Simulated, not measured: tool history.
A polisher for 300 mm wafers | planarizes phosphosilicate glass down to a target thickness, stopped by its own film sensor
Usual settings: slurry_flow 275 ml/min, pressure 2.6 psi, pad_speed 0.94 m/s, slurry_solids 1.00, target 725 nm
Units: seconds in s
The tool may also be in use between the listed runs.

| run | hour | slurry_flow | pressure | pad_speed | slurry_solids | target | incoming thickness of the incoming film, nm | seconds |
|---|---|---|---|---|---|---|---|---|
| 1 | 0.0 | 275 | 2.6 | 0.94 | 1.00 | 725 | 1308.0 | 101.9 |
|  | 18.3 | worn pad replaced by a new one |
| 2 | 52.4 | 275 | 2.6 | 0.94 | 1.00 | 725 | 1319.9 | 104.7 |
|  | 70.9 | slurry nozzle cleaned |
| 3 | 77.0 | 275 | 2.6 | 0.94 | 1.00 | 725 | 1303.1 | 98.7 |
| 4 | 111.5 | 220 | 2.6 | 0.94 | 1.00 | 828 | 1304.6 | 83.8 |
| 5 | 142.7 | 275 | 2.6 | 0.94 | 1.00 | 725 | 1302.1 | 99.6 |
| 6 | 192.4 | 275 | 2.6 | 0.94 | 1.00 | 725 | 1285.3 | 95.9 |
| 7 | 263.0 | 275 | 3.5 | 1.08 | 1.00 | 725 | 1325.1 | 74.7 |
| 8 | 297.8 | 235 | 2.6 | 0.84 | 1.00 | 725 | 1311.2 | 120.3 |
|  | 391.8 | slurry blender recalibrated |
|  | 398.0 | head pressure recalibrated |
|  | 400.9 | conditioning disc replaced and pad reconditioned |
|  | 454.2 | worn pad replaced by a new one |
| 9 | 498.9 | 275 | 2.6 | 0.94 | 1.15 | 905 | 1286.7 | 61.2 |
| 10 | 528.9 | 275 | 2.6 | 0.94 | 1.00 | 725 | 1318.1 | 101.6 |
| 11 | 577.3 | 275 | 2.6 | 0.94 | 1.00 | 725 | 1310.1 | 100.0 |
| 12 | 639.9 | 275 | 2.6 | 0.68 | 1.00 | 725 | 1300.4 | 131.7 |
| 13 | 664.9 | 235 | 2.6 | 0.84 | 1.00 | 725 | 1329.9 | 123.1 |
| 14 | 694.3 | 275 | 2.6 | 0.94 | 1.00 | 725 | 1329.6 | 113.9 |
| 15 | 722.1 | 205 | 2.6 | 0.82 | 1.00 | 866 | 1305.5 | 95.7 |
|  | 802.0 | conditioning disc replaced and pad reconditioned |
|  | 815.4 | slurry blender recalibrated |
|  | 821.3 | slurry nozzle cleaned |
|  | 873.5 | worn pad replaced by a new one |
| 16 | 888.8 | 185 | 1.9 | 0.94 | 0.85 | 725 | 1326.2 | 147.7 |
| 17 | 923.4 | 250 | 2.6 | 0.94 | 1.00 | 725 | 1321.8 | 101.8 |
| 18 | 950.3 | 235 | 2.6 | 0.84 | 1.00 | 725 | 1316.6 | 111.3 |
| 19 | 1009.4 | 275 | 3.2 | 0.94 | 1.30 | 557 | 1329.3 | 98.6 |
| 20 | 1037.2 | 275 | 1.7 | 1.06 | 1.00 | 597 | 1324.8 | 159.8 |
| 21 | 1103.2 | 275 | 2.6 | 1.16 | 0.75 | 725 | 1298.7 | 98.3 |
|  | 1147.5 | head pressure recalibrated |
| 22 | 1169.9 | 275 | 3.0 | 0.72 | 1.00 | 725 | 1311.5 | 116.6 |

Forecast run 23:
|  | 1185.3 | conditioning disc replaced and pad reconditioned |
| 23 | 1238.6 | 200 | 2.6 | 0.94 | 0.70 | 725 | 1295.2 | ? |

{"run 23": {"seconds": 135.3}}
Without the tool's hidden state the same run would have given seconds 116.8 s.

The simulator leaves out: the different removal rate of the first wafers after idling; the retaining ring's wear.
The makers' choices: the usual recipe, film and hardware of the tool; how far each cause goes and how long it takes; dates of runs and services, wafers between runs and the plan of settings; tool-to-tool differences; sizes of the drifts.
